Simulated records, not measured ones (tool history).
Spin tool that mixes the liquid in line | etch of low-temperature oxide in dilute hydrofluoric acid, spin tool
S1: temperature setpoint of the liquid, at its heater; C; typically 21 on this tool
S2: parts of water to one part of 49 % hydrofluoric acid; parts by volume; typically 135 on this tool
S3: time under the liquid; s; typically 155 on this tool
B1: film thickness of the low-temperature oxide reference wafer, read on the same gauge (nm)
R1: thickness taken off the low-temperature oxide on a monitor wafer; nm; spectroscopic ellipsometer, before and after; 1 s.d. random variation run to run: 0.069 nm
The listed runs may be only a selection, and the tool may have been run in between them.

run    hour    S1   S2   S3      B1     R1
  1       0    21  135  155  150.04  13.97
  2    26.9    21  135  155  150.02  13.82
  3    69.1    21  135  155  150.01  13.88
  4    98.6    21  135  210  150.01  18.78
  5   144.7    21  135  210     150  18.84
  6   207.3    21  135  210     150   18.6
  7   254.7    21  185  190     150  11.75
  8   294.9    21  185  190  150.01  11.69
  9   332.5    21  185  190  150.01  11.66
      351.5  -- thermometer replaced
 10   399.6    21  135   70     150   6.73
      456.4  -- gauge calibrated
 11   461.4    17   90  180  150.02   23.1
 12   524.8    19  135   75     150   6.65
      574.7  -- hydrofluoric acid flow meter replaced
 13   575.2    18  135  155     150  13.18
 14   619.1    21  135  155  149.98  14.65
 15   653.4  17.5  160  120  150.02   8.23
 16   709.8    18   95  245  150.01   30.6
 17   890.9    21  100   80  149.98  10.66
 18   942.7    21  135  210  149.99  19.85
 19  1009.8  17.5   95  125     150  15.06

Same runs, no hidden state in the tool, same run-to-run variation:
The tool's hidden condition here consists of: liquid colder than its thermometer reads (K); hydrofluoric acid flow below the setpoint (%); gauge reads high (%).
run     R1
  1  15.12
  2  14.98
  3  15.07
  4  20.41
  5  20.52
  6  20.32
  7  12.82
  8  12.78
  9  12.77
 10   6.79
 11  23.41
 12   6.75
 13  13.42
 14  14.92
 15    8.4
 16  31.34
 17  10.99
 18  20.51
 19  15.63
